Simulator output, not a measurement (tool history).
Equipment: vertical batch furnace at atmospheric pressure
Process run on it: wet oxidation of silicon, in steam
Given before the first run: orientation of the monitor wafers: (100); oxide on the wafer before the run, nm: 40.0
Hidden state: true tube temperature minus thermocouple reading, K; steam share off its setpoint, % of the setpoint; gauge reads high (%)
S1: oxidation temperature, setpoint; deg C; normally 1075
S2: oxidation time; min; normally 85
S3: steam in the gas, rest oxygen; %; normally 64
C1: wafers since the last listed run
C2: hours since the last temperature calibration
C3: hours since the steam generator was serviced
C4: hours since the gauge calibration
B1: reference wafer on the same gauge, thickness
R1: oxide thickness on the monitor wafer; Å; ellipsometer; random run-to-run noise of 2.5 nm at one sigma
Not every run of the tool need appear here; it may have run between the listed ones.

run 1 hour=0 | S1=1061 S2=85 S3=64 | C1=0 C2=2058.3 C3=1419.2 C4=438.1 | B1=555.15 | R1=5724.9
run 2 hour=19.9 | S1=1061 S2=85 S3=64 | C1=247 C2=2078.2 C3=1439.1 C4=458 | B1=555.03 | R1=5666.2
run 3 hour=44.1 | S1=1075 S2=85 S3=64 | C1=301 C2=2102.4 C3=1463.3 C4=482.2 | B1=554.92 | R1=6031.8
run 4 hour=117.4 | S1=1075 S2=85 S3=64 | C1=912 C2=2175.7 C3=1536.6 C4=555.5 | B1=555.14 | R1=6026.7
run 5 hour=134.4 | S1=1075 S2=85 S3=64 | C1=211 C2=2192.7 C3=1553.6 C4=572.5 | B1=555.22 | R1=6014.4
run 6 hour=157.5 | S1=1075 S2=115 S3=64 | C1=287 C2=2215.8 C3=1576.7 C4=595.6 | B1=554.51 | R1=7142.6
run 7 hour=170.7 | S1=1075 S2=85 S3=56 | C1=164 C2=2229 C3=1589.9 C4=608.8 | B1=555.06 | R1=5591.2
run 8 hour=185.5 | S1=1075 S2=85 S3=64 | C1=184 C2=2243.8 C3=1604.7 C4=623.6 | B1=554.88 | R1=6008.4
run 9 hour=195.2 | S1=1075 S2=85 S3=64 | C1=120 C2=2253.5 C3=1614.4 C4=633.3 | B1=554.92 | R1=6039.1
run 10 hour=210.1 | S1=1075 S2=85 S3=64 | C1=185 C2=2268.4 C3=1629.3 C4=648.2 | B1=554.88 | R1=5997
run 11 hour=228.8 | S1=1075 S2=103.5 S3=64 | C1=232 C2=2287.1 C3=1648 C4=666.9 | B1=555.02 | R1=6729.2
run 12 hour=296.6 | S1=1075 S2=85 S3=64 | C1=844 C2=2354.9 C3=1715.8 C4=734.7 | B1=555.14 | R1=6030.7
run 13 hour=311.1 | S1=1075 S2=85 S3=64 | C1=180 C2=2369.4 C3=1730.3 C4=749.2 | B1=554.78 | R1=5988.7
-- hour=328.3 gauge calibrated
run 14 hour=329.4 | S1=1075 S2=85 S3=64 | C1=227 C2=2387.7 C3=1748.6 C4=1.1 | B1=554.75 | R1=5981.6
run 15 hour=349.5 | S1=1075 S2=85 S3=64 | C1=250 C2=2407.8 C3=1768.7 C4=21.2 | B1=554.71 | R1=5963
run 16 hour=367.9 | S1=1075 S2=85 S3=64 | C1=229 C2=2426.2 C3=1787.1 C4=39.6 | B1=555.59 | R1=5963.4
run 17 hour=436.2 | S1=1075 S2=85 S3=64 | C1=850 C2=2494.5 C3=1855.4 C4=107.9 | B1=554.88 | R1=5966.6
run 18 hour=455.4 | S1=1087 S2=112.5 S3=56 | C1=239 C2=2513.7 C3=1874.6 C4=127.1 | B1=555.11 | R1=6838.9
run 19 hour=479.9 | S1=1075 S2=59.5 S3=64 | C1=305 C2=2538.2 C3=1899.1 C4=151.6 | B1=554.71 | R1=4866.2
run 20 hour=489.4 | S1=1088 S2=85 S3=54 | C1=118 C2=2547.7 C3=1908.6 C4=161.1 | B1=554.92 | R1=5706.1
-- hour=514.8 thermocouples replaced and temperature profile calibrated
run 21 hour=515.3 | S1=1097 S2=85 S3=64 | C1=23 C2=0.5 C3=1934.5 C4=187 | B1=554.79 | R1=6479.8
run 22 hour=569.6 | S1=1057 S2=96.5 S3=75 | C1=676 C2=54.8 C3=1988.8 C4=241.3 | B1=554.87 | R1=6454.9
-- hour=606.2 steam generator serviced
run 23 hour=606.7 | S1=1075 S2=85 S3=64 | C1=163 C2=91.9 C3=0.5 C4=278.4 | B1=554.87 | R1=6214.8
run 24 hour=612.6 | S1=1095 S2=85 S3=64 | C1=73 C2=97.8 C3=6.4 C4=284.3 | B1=554.99 | R1=6648.2
run 25 hour=618.5 | S1=1075 S2=85 S3=64 | C1=73 C2=103.7 C3=12.3 C4=290.2 | B1=555.01 | R1=6139.2
run 26 hour=632.6 | S1=1075 S2=85 S3=64 | C1=175 C2=117.8 C3=26.4 C4=304.3 | B1=554.76 | R1=6146.3
run 27 hour=642.5 | S1=1075 S2=85 S3=68 | C1=123 C2=127.7 C3=36.3 C4=314.2 | B1=555 | R1=6356
run 28 hour=655.3 | S1=1057 S2=54.5 S3=75 | C1=159 C2=140.5 C3=49.1 C4=327 | B1=554.92 | R1=4805.6
run 29 hour=674.1 | S1=1075 S2=85 S3=64 | C1=234 C2=159.3 C3=67.9 C4=345.8 | B1=554.94 | R1=6191.9
run 30 hour=698.1 | S1=1083 S2=85 S3=64 | C1=298 C2=183.3 C3=91.9 C4=369.8 | B1=554.65 | R1=6375.4
run 31 hour=717.2 | S1=1075 S2=96 S3=64 | C1=237 C2=202.4 C3=111 C4=388.9 | B1=554.72 | R1=6576.7
run 32 hour=732.3 | S1=1050 S2=113 S3=69 | C1=188 C2=217.5 C3=126.1 C4=404 | B1=555.13 | R1=6768.4
run 33 hour=752.7 | S1=1064 S2=85 S3=64 | C1=254 C2=237.9 C3=146.5 C4=424.4 | B1=555.24 | R1=5835.7
run 34 hour=777.3 | S1=1082 S2=85 S3=64 | C1=306 C2=262.5 C3=171.1 C4=449 | B1=554.41 | R1=6344.8
run 35 hour=796.2 | S1=1087 S2=54 S3=64 | C1=235 C2=281.4 C3=190 C4=467.9 | B1=554.82 | R1=5014.5
run 36 hour=812.8 | S1=1075 S2=85 S3=64 | C1=206 C2=298 C3=206.6 C4=484.5 | B1=554.63 | R1=6144.5
run 37 hour=833.3 | S1=1096 S2=48.5 S3=64 | C1=255 C2=318.5 C3=227.1 C4=505 | B1=554.84 | R1=4898.4

Branching from run 37: 5 alternative next runs. What would each branch give?
run A hour=839.3 | S1=1075 S2=85 S3=64 | C1=74 C2=324.5 C3=233.1 C4=511 | B1=? | R1=?
run B hour=839.3 | S1=1053 S2=85 S3=64 | C1=74 C2=324.5 C3=233.1 C4=511 | B1=? | R1=?
run C hour=839.3 | S1=1061 S2=85 S3=53 | C1=74 C2=324.5 C3=233.1 C4=511 | B1=? | R1=?
run D hour=839.3 | S1=1075 S2=51 S3=58 | C1=74 C2=324.5 C3=233.1 C4=511 | B1=? | R1=?
run E hour=839.3 | S1=1094 S2=85 S3=70 | C1=74 C2=324.5 C3=233.1 C4=511 | B1=? | R1=?

run=A B1=554.99 R1=6096.4
run=B B1=554.99 R1=5504.1
run=C B1=554.99 R1=5126.4
run=D B1=554.99 R1=4295
run=E B1=554.99 R1=6915.1
Without the tool's hidden state the same runs would have given:
run=A R1=6140
run=B R1=5544.9
run=C R1=5164.2
run=D R1=4326.6
run=E R1=6963.3

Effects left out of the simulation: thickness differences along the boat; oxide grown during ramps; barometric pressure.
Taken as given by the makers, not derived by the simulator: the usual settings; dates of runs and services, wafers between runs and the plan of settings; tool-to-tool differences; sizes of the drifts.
